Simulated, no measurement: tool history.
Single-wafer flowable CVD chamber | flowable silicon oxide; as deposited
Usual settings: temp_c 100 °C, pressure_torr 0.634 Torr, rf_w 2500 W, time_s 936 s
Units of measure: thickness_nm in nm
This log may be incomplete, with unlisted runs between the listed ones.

run,hour,temp_c,pressure_torr,rf_w,time_s,"read-back reference wafer on the same gauge, thickness_nm",thickness_nm
1,0,100,0.634,2500,936,456.443,468.219
2,46.8,100,0.735,2500,936,455.053,526.59
3,143.1,100,0.735,2500,936,456.063,525.657
4,185.3,100,0.735,2500,936,456.126,533.536
# hour 228.5: thermocouple changed; heater temperature recalibrated
5,242.4,100,0.634,2500,936,456.434,447.292
6,293.7,100,0.634,2500,936,456.533,448.427
# hour 312.3: RF generator calibrated
7,360.8,100,0.634,2500,1016,455.756,495.169
8,450.5,100,0.634,2500,936,456.297,455.938
9,522.6,94,0.562,2500,936,455.973,517.143
10,561,100,0.634,2500,936,456.039,459.337
# hour 575: showerhead replaced
11,636.7,107,0.531,2895,774,456.234,256.914
# hour 681.5: capacitance manometer re-zeroed and calibrated
12,730.6,100,0.516,2500,824,456.497,369.628
13,803.2,92,0.634,2500,1065,455.775,755.376
14,910.6,100,0.634,2020,936,455.322,488.133
15,982,100,0.634,2500,936,455.392,493.47
# hour 983.8: gauge calibrated
16,1058,87,0.634,2220,936,455.79,778.576
17,1164.6,100,0.573,2260,936,456.014,454.386
18,1477.7,100,0.634,2500,854,455.968,452.005
19,1562.6,115,0.681,2500,759,456.518,243.013
20,1638.2,95,0.591,2750,1097,455.66,672.694
21,1711.8,100,0.634,2500,936,455.903,495.275
22,1795.9,100,0.634,2150,1007,456.16,526.877
23,1858.3,100,0.634,2500,936,455.745,489.095
# hour 1893.9: thermocouple changed; heater temperature recalibrated
24,1927.6,100,0.634,2500,936,456.409,459.395
25,1978.2,100,0.634,2500,936,455.519,458.97
26,2051.9,100,0.634,2865,760,455.656,382.075
27,2096.5,100,0.634,2500,936,456.3,464.217
28,2252.7,86,0.681,2975,936,456.449,838.134
29,2294.6,100,0.634,2500,936,455.679,469.098

Consider 3 possible next runs. They are alternatives, not a sequence: every one starts from the tool as it was left by run 29. What does each give?
A,2295.3,100,0.634,2500,936,?,?
B,2295.3,92,0.634,2085,1076,?,?
C,2295.3,100,0.634,2500,870,?,?

run,"read-back reference wafer on the same gauge, thickness_nm",thickness_nm
A,456.352,469.885
B,456.352,721.202
C,456.352,436.752
Take away the tool's hidden state, keep each run's random variation, and the runs would have read:
run,thickness_nm
A,463.838
B,711.496
C,431.132
